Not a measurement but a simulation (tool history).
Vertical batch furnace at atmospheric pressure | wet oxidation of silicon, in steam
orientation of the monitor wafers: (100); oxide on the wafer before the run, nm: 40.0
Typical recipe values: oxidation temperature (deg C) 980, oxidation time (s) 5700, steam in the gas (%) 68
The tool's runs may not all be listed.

run    hour  oxidation temperature (deg C)  oxidation time (s)  steam in the gas (%)  wafers since the last listed run  hours since the last temperature calibration  hours since the steam generator was serviced  hours since the gauge calibration  read-back reference wafer on the same gauge, thickness  oxide thickness on the monitor wafer (angstrom)
  1       0                            997                5700                    68                                 0                                         144.8                                         593.2                              634.8                                                  502.26                                           4732.5
  2    72.2                            997                5700                    68                               964                                           217                                         665.4                                707                                                  501.78                                           4741.2
  3     159                            986                5700                    68                              1159                                         303.8                                         752.2                              793.8                                                   501.9                                           4433.1
  4   477.6                            986                5700                    68                              4257                                         622.4                                        1070.8                             1112.4                                                  501.78                                           4468.4
  5   577.1                            986                5700                    68                              1329                                         721.9                                        1170.3                             1211.9                                                  501.93                                           4484.2
  6   635.2                            980                5700                    68                               776                                           780                                        1228.4                               1270                                                  502.36                                           4318.5
  7   715.9                            980                5700                    68                              1078                                         860.7                                        1309.1                             1350.7                                                  501.77                                           4319.6
  8   871.8                            980                5700                    68                              2083                                        1016.6                                          1465                             1506.6                                                  501.89                                             4303
  9   977.9                            980                5700                    68                              1417                                        1122.7                                        1571.1                             1612.7                                                  501.91                                           4313.2
 10  1057.6                            980                5700                    68                              1065                                        1202.4                                        1650.8                             1692.4                                                  501.82                                           4304.3
 11  1111.8                            980                5700                    68                               724                                        1256.6                                          1705                             1746.6                                                  501.76                                           4321.8
 12  1161.2                            980                5700                    68                               660                                          1306                                        1754.4                               1796                                                  502.19                                             4313
 13  1203.8                            985                5700                    68                               569                                        1348.6                                          1797                             1838.6                                                  502.12                                             4476
 14  1253.2                            985                5700                    68                               660                                          1398                                        1846.4                               1888                                                  501.91                                           4479.6
 15  1344.4                            980                5700                    68                              1218                                        1489.2                                        1937.6                             1979.2                                                  501.83                                           4347.4
 16  1448.3                            980                5700                    68                              1388                                        1593.1                                        2041.5                             2083.1                                                  502.02                                           4325.6
 17  1494.2                            980                5700                    68                               613                                          1639                                        2087.4                               2129                                                  502.06                                           4329.7
 18  1586.8                            980                5700                    68                              1237                                        1731.6                                          2180                             2221.6                                                  501.66                                             4354
 19    1663                            972                7410                    78                              1018                                        1807.8                                        2256.2                             2297.8                                                  502.02                                           5325.1
 20  1724.6                            980                5700                    68                               823                                        1869.4                                        2317.8                             2359.4                                                  502.05                                           4342.6
 21  1792.8                            956                8070                    68                               911                                        1937.6                                          2386                             2427.6                                                  501.99                                             4588
 22  1882.2                            994                8190                    78                              1194                                          2027                                        2475.4                               2517                                                  501.57                                           6508.8
     1945.8  -- thermocouples replaced and temperature profile calibrated
 23  1946.3                            986                5700                    68                               535                                           0.5                                        2539.5                             2581.1                                                  502.11                                           4415.4
 24  1974.2                            987                4080                    77                               372                                          28.4                                        2567.4                               2609                                                   502.2                                           3857.6
 25  2039.5                            998                4920                    68                               872                                          93.7                                        2632.7                             2674.3                                                  502.25                                           4344.9
     2080.5  -- steam generator serviced
 26  2102.1                            980                4590                    68                               515                                         156.3                                          21.6                             2736.9                                                  502.38                                           3684.7
 27  2160.1                            980                5700                    68                               775                                         214.3                                          79.6                             2794.9                                                  502.19                                           4243.3
     2231.7  -- gauge calibrated
 28  2241.5                            980                7500                    68                              1087                                         295.7                                           161                                9.8                                                  501.97                                           5120.6
 29    2331                            980                4440                    63                              1195                                         385.2                                         250.5                               99.3                                                  502.19                                           3450.6
 30    2405                           1003                5700                    73                               988                                         459.2                                         324.5                              173.3                                                   501.8                                           5218.5
 31  2500.9                           1000                5700                    68                              1281                                         555.1                                         420.4                              269.2                                                   501.6                                           4885.7
 32  2590.6                            990                2970                    74                              1198                                         644.8                                         510.1                              358.9                                                  501.91                                           3179.1
 33  2642.9                            960                5700                    68                               698                                         697.1                                         562.4                              411.2                                                  501.77                                           3699.5
 34    2698                            966                5700                    68                               736                                         752.2                                         617.5                              466.3                                                  501.98                                           3887.3
 35  2737.2                            980                7680                    68                               523                                         791.4                                         656.7                              505.5                                                  501.81                                           5231.5
 36  2809.7                           1004                7050                    75                               968                                         863.9                                         729.2                                578                                                   501.8                                           6123.4
 37  2914.8                           1001                4230                    68                              1404                                           969                                         834.3                              683.1                                                  501.79                                           4095.6
 38  2961.2                            964                5700                    68                               620                                        1015.4                                         880.7                              729.5                                                   502.1                                           3836.8

Hidden state at the last listed run before each entry between runs and at the first one after, where it differs:
Runs 22 to 23: thermocouples replaced and temperature profile calibrated (hour 1945.8)
  true tube temperature minus thermocouple reading, K: 4.55 -> 0.336
  measured less the result without the state, oxide thickness on the monitor wafer (angstrom): +174.5 -> +10.4
Runs 25 to 26: steam generator serviced (hour 2080.5)
  true tube temperature minus thermocouple reading, K: 0.899 -> 1.24
  measured less the result without the state, oxide thickness on the monitor wafer (angstrom): +26.1 -> +34
Runs 27 to 28: gauge calibrated (hour 2231.7)
  true tube temperature minus thermocouple reading, K: 1.53 -> 1.9
  measured less the result without the state, oxide thickness on the monitor wafer (angstrom): +46.6 -> +66.2
